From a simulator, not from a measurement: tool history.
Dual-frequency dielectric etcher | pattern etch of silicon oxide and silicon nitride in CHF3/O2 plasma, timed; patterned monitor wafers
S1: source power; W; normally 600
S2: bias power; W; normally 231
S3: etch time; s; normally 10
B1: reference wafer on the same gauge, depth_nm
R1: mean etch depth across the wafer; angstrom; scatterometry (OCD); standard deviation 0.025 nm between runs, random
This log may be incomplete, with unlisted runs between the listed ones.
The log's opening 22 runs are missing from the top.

run	hour	S1	S2	S3	B1	R1
# hour 643.3: upper electrode replaced
23	708.3	600	194	10	19.91	156.2
24	740.3	600	181	7.5	19.89	114.1
25	755.9	600	231	10	19.9	167.4
26	784.6	740	231	10	19.9	184
27	818.2	460	188	7	19.9	95.9
28	835.1	540	179	8	19.91	115.3
29	864	670	231	10	19.91	176.1
30	884.1	730	231	12.5	19.91	228.7
31	913.8	460	188	7	19.9	95.4

Here are 3 independent what-if runs from the current tool condition. What would each one return?
A	914.2	600	231	10	?	?
B	914.2	540	208	12	?	?
C	914.2	710	204	13	?	?

run	B1	R1
A	19.9	168
B	19.9	184.2
C	19.9	223.9
Without the tool's hidden state the same runs would have given:
run	R1
A	166.2
B	182.3
C	221.6
